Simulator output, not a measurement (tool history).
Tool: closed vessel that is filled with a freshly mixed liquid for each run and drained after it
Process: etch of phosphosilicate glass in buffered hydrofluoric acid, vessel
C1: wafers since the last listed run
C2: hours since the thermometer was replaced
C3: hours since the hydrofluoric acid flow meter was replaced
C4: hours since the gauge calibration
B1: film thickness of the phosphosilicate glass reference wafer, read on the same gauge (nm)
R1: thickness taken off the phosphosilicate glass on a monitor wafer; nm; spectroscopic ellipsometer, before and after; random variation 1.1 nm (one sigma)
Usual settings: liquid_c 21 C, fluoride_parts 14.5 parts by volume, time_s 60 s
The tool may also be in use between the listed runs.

Run 1, hour 0: usual settings; C1 0; C2 1628.4; C3 1522.5; C4 161.7; B1 70. Result: R1 270.38 nm.
Run 2, hour 6.2: usual settings; C1 627; C2 1634.6; C3 1528.7; C4 167.9; B1 69.98. Result: R1 271.8 nm.
Run 3, hour 22: usual settings; C1 1598; C2 1650.4; C3 1544.5; C4 183.7; B1 70.02. Result: R1 272.77 nm.
At hour 23: gauge calibrated.
Run 4, hour 37.1: usual settings; C1 1527; C2 1665.5; C3 1559.6; C4 14.1; B1 70. Result: R1 269.4 nm.
Run 5, hour 49.4: usual settings; C1 1244; C2 1677.8; C3 1571.9; C4 26.4; B1 69.94. Result: R1 271.36 nm.
Run 6, hour 60.5: usual settings; C1 1122; C2 1688.9; C3 1583; C4 37.5; B1 69.96. Result: R1 269.63 nm.
Run 7, hour 78.1: usual settings; C1 1780; C2 1706.5; C3 1600.6; C4 55.1; B1 70.03. Result: R1 271.51 nm.
Run 8, hour 94: usual settings; C1 1608; C2 1722.4; C3 1616.5; C4 71; B1 70.03. Result: R1 270.84 nm.
Run 9, hour 100.5: usual settings; C1 657; C2 1728.9; C3 1623; C4 77.5; B1 69.98. Result: R1 269.82 nm.
Run 10, hour 114.9: usual settings; C1 1456; C2 1743.3; C3 1637.4; C4 91.9; B1 69.99. Result: R1 271.42 nm.
Run 11, hour 122.3: usual settings but fluoride_parts 13 parts by volume; C1 748; C2 1750.7; C3 1644.8; C4 99.3; B1 69.99. Result: R1 301.65 nm.
Run 12, hour 138.1: usual settings but fluoride_parts 13 parts by volume; C1 1598; C2 1766.5; C3 1660.6; C4 115.1; B1 70.04. Result: R1 301.67 nm.
Run 13, hour 152.9: usual settings but fluoride_parts 13 parts by volume; C1 1497; C2 1781.3; C3 1675.4; C4 129.9; B1 70.01. Result: R1 302.65 nm.
At hour 157.9: thermometer replaced.
Run 14, hour 170.4: usual settings; C1 1668; C2 12.5; C3 1692.9; C4 147.4; B1 70.02. Result: R1 306.79 nm.
Run 15, hour 186: usual settings; C1 1577; C2 28.1; C3 1708.5; C4 163; B1 69.99. Result: R1 307.83 nm.
At hour 190.6: gauge calibrated.
At hour 195.4: hydrofluoric acid flow meter replaced.
Run 16, hour 200.3: usual settings; C1 1345; C2 42.4; C3 4.9; C4 9.7; B1 70.02. Result: R1 272.2 nm.
Run 17, hour 213.2: usual settings but liquid_c 17 C, fluoride_parts 10 parts by volume, time_s 45 s; C1 1304; C2 55.3; C3 17.8; C4 22.6; B1 69.99. Result: R1 233.38 nm.
Run 18, hour 226.9: usual settings but liquid_c 24.5 C, time_s 50 s; C1 1385; C2 69; C3 31.5; C4 36.3; B1 70.01. Result: R1 274.57 nm.
Run 19, hour 239.2: usual settings but liquid_c 19.5 C, fluoride_parts 12.5 parts by volume, time_s 85 s; C1 1244; C2 81.3; C3 43.8; C4 48.6; B1 69.99. Result: R1 413.01 nm.
Run 20, hour 252.2: usual settings but liquid_c 26 C, fluoride_parts 19.5 parts by volume; C1 1314; C2 94.3; C3 56.8; C4 61.6; B1 70.07. Result: R1 269.9 nm.
Run 21, hour 263.5: usual settings but fluoride_parts 10 parts by volume, time_s 30 s; C1 1142; C2 105.6; C3 68.1; C4 72.9; B1 70.01. Result: R1 197.08 nm.
Run 22, hour 272.7: usual settings but liquid_c 18.5 C; C1 930; C2 114.8; C3 77.3; C4 82.1; B1 70.04. Result: R1 237.8 nm.
Run 23, hour 281.2: usual settings; C1 859; C2 123.3; C3 85.8; C4 90.6; B1 70.02. Result: R1 273.65 nm.
Run 24, hour 293.2: usual settings but liquid_c 23.5 C, fluoride_parts 16.5 parts by volume, time_s 90 s; C1 1213; C2 135.3; C3 97.8; C4 102.6; B1 70.06. Result: R1 413.23 nm.
Run 25, hour 308.6: usual settings but fluoride_parts 19 parts by volume; C1 1557; C2 150.7; C3 113.2; C4 118; B1 70.04. Result: R1 211.27 nm.
Run 26, hour 315: usual settings; C1 647; C2 157.1; C3 119.6; C4 124.4; B1 69.95. Result: R1 274.28 nm.

How the hidden state differs across the entries between the runs, from the last listed run before each to the first after it:
Between runs 3 and 4: gauge calibrated (hour 23)
  liquid colder than its thermometer reads (K): 2.09 -> 2.11; hydrofluoric acid flow above the setpoint (%): 13.2 -> 13.3
  measured less the result without the state, R1: +1.17 -> +1.1 nm
Between runs 13 and 14: thermometer replaced (hour 157.9)
  liquid colder than its thermometer reads (K): 2.26 -> 0.0758; hydrofluoric acid flow above the setpoint (%): 14.1 -> 14.3
  measured less the result without the state, R1: +0.78 -> +36.39 nm
Between runs 15 and 16: gauge calibrated (hour 190.6); hydrofluoric acid flow meter replaced (hour 195.4)
  liquid colder than its thermometer reads (K): 0.0955 -> 0.114; hydrofluoric acid flow above the setpoint (%): 14.4 -> 2.35
  measured less the result without the state, R1: +36.47 -> +4.51 nm
